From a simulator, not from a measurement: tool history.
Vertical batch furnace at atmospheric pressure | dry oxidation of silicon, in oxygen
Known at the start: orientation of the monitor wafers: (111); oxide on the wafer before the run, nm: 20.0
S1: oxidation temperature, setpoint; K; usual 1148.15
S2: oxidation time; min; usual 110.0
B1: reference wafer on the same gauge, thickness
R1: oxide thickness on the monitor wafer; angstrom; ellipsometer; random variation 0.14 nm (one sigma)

| run | day | S1 | S2 | B1 | R1 |
|---|---|---|---|---|---|
| 1 | 0.000 | 1156.15 | 142.0 | 45.00 | 513.9 |
| 2 | 0.671 | 1156.15 | 142.0 | 45.02 | 512.4 |
|  | 0.729 | gauge calibrated |
| 3 | 1.754 | 1148.15 | 110.0 | 44.26 | 422.5 |
| 4 | 2.367 | 1148.15 | 110.0 | 44.26 | 418.9 |
| 5 | 3.354 | 1148.15 | 110.0 | 44.23 | 417.1 |
| 6 | 4.212 | 1148.15 | 89.5 | 44.24 | 380.3 |
| 7 | 4.929 | 1148.15 | 110.0 | 44.25 | 419.8 |
| 8 | 6.067 | 1148.15 | 110.0 | 44.25 | 418.1 |
| 9 | 6.929 | 1148.15 | 110.0 | 44.28 | 419.8 |
| 10 | 7.625 | 1148.15 | 98.0 | 44.37 | 397.4 |
| 11 | 9.033 | 1148.15 | 110.0 | 44.48 | 420.5 |
|  | 10.762 | thermocouples replaced and temperature profile calibrated |
| 12 | 10.783 | 1148.15 | 110.0 | 44.49 | 419.7 |
| 13 | 11.479 | 1141.15 | 143.0 | 44.55 | 455.2 |
| 14 | 12.392 | 1129.15 | 153.5 | 44.58 | 426.7 |
| 15 | 13.096 | 1163.15 | 76.5 | 44.57 | 398.0 |
|  | 14.342 | boat lift adjusted |
| 16 | 14.362 | 1127.15 | 131.0 | 44.59 | 395.5 |
| 17 | 14.925 | 1138.15 | 142.0 | 44.71 | 445.9 |
| 18 | 16.304 | 1124.15 | 93.5 | 44.76 | 339.7 |
| 19 | 16.900 | 1126.15 | 60.0 | 44.85 | 294.0 |
|  | 17.029 | gauge calibrated |
| 20 | 17.412 | 1148.15 | 110.0 | 44.41 | 421.2 |
| 21 | 18.858 | 1148.15 | 78.5 | 44.38 | 363.8 |

The next listed run, before its measurement:
| 22 | 20.112 | 1148.15 | 110.0 | ? | ? |

Run 22 gave B1 44.43, R1 421.5 angstrom.
Without the tool's hidden state the same run would have given R1 420.4 angstrom.
